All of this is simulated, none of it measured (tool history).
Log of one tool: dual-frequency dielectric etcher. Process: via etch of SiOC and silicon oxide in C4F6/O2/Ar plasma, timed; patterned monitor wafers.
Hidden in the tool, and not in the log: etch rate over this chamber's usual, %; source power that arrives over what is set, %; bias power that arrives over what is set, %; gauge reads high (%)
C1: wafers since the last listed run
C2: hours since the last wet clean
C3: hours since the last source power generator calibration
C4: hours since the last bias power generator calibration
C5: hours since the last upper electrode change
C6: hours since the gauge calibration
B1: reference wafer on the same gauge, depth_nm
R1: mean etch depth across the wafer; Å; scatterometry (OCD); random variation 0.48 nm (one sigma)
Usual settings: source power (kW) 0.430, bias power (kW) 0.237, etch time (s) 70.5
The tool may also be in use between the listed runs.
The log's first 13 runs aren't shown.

At hour 939.7: bias power generator calibrated.
Run 14, hour 957.8: usual settings but source power (kW) 0.530, bias power (kW) 0.263, etch time (s) 64.0; C1 679; C2 146.6; C3 788.7; C4 18.1; C5 113.5; C6 399.3; B1 76.7. Result: R1 841 Å.
Run 15, hour 1031.9: usual settings but source power (kW) 0.330, bias power (kW) 0.270; C1 554; C2 220.7; C3 862.8; C4 92.2; C5 187.6; C6 473.4; B1 76.8. Result: R1 821 Å.
Run 16, hour 1094.3: usual settings but bias power (kW) 0.295, etch time (s) 77.0; C1 466; C2 283.1; C3 925.2; C4 154.6; C5 250.0; C6 535.8; B1 76.7. Result: R1 997 Å.
Run 17, hour 1196.0: usual settings but bias power (kW) 0.295, etch time (s) 77.0; C1 761; C2 384.8; C3 1026.9; C4 256.3; C5 351.7; C6 637.5; B1 76.7. Result: R1 998 Å.
Run 18, hour 1282.9: usual settings but source power (kW) 0.530, bias power (kW) 0.268; C1 650; C2 471.7; C3 1113.8; C4 343.2; C5 438.6; C6 724.4; B1 76.8. Result: R1 940 Å.
Run 19, hour 1332.3: usual settings but source power (kW) 0.480, bias power (kW) 0.210; C1 369; C2 521.1; C3 1163.2; C4 392.6; C5 488.0; C6 773.8; B1 76.7. Result: R1 845 Å.
Run 20, hour 1428.6: usual settings but source power (kW) 0.520; C1 720; C2 617.4; C3 1259.5; C4 488.9; C5 584.3; C6 870.1; B1 76.6. Result: R1 902 Å.
Run 21, hour 1499.4: usual settings; C1 529; C2 688.2; C3 1330.3; C4 559.7; C5 655.1; C6 940.9; B1 76.7. Result: R1 846 Å.
At hour 1558.2: wet clean of the chamber.
Run 22, hour 1558.7: usual settings but source power (kW) 0.500, bias power (kW) 0.260, etch time (s) 54.5; C1 264; C2 0.5; C3 1389.6; C4 619.0; C5 714.4; C6 1000.2; B1 76.7. Result: R1 705 Å.
Run 23, hour 1628.0: usual settings; C1 518; C2 69.8; C3 1458.9; C4 688.3; C5 783.7; C6 1069.5; B1 76.7. Result: R1 850 Å.
Run 24, hour 1735.8: usual settings but source power (kW) 0.380, bias power (kW) 0.182, etch time (s) 60.0; C1 806; C2 177.6; C3 1566.7; C4 796.1; C5 891.5; C6 1177.3; B1 76.7. Result: R1 633 Å.
Run 25, hour 1817.3: usual settings but source power (kW) 0.540, bias power (kW) 0.193, etch time (s) 76.0; C1 609; C2 259.1; C3 1648.2; C4 877.6; C5 973.0; C6 1258.8; B1 76.8. Result: R1 919 Å.
Run 26, hour 1910.3: usual settings but source power (kW) 0.330, etch time (s) 88.0; C1 695; C2 352.1; C3 1741.2; C4 970.6; C5 1066.0; C6 1351.8; B1 76.8. Result: R1 980 Å.
Run 27, hour 2012.2: usual settings but source power (kW) 0.380; C1 762; C2 454.0; C3 1843.1; C4 1072.5; C5 1167.9; C6 1453.7; B1 76.6. Result: R1 821 Å.
Run 28, hour 2048.9: usual settings but source power (kW) 0.490; C1 274; C2 490.7; C3 1879.8; C4 1109.2; C5 1204.6; C6 1490.4; B1 76.7. Result: R1 885 Å.
Run 29, hour 2124.6: usual settings; C1 566; C2 566.4; C3 1955.5; C4 1184.9; C5 1280.3; C6 1566.1; B1 76.9. Result: R1 843 Å.
Run 30, hour 2167.7: usual settings but bias power (kW) 0.294; C1 322; C2 609.5; C3 1998.6; C4 1228.0; C5 1323.4; C6 1609.2; B1 76.9. Result: R1 908 Å.
At hour 2258.9: wet clean of the chamber.
Run 31, hour 2261.6: usual settings; C1 523; C2 2.7; C3 2092.5; C4 1321.9; C5 1417.3; C6 1703.1; B1 76.7. Result: R1 849 Å.

3 ways to go on from here, each from the tool as it stands after run 31. What would each give?
Run A, hour 2262.0: usual settings but bias power (kW) 0.266; C1 2; C2 3.1; C3 2092.9; C4 1322.3; C5 1417.7; C6 1703.5; B1 ?. Result: R1 ?.
Run B, hour 2262.0: usual settings but bias power (kW) 0.208; C1 2; C2 3.1; C3 2092.9; C4 1322.3; C5 1417.7; C6 1703.5; B1 ?. Result: R1 ?.
Run C, hour 2262.0: usual settings but source power (kW) 0.370, bias power (kW) 0.280; C1 2; C2 3.1; C3 2092.9; C4 1322.3; C5 1417.7; C6 1703.5; B1 ?. Result: R1 ?.

run    B1   R1
  A  76.8  884
  B  76.8  815
  C  76.8  861
Without the tool's hidden state the same runs would have given:
run   R1
  A  884
  B  815
  C  861
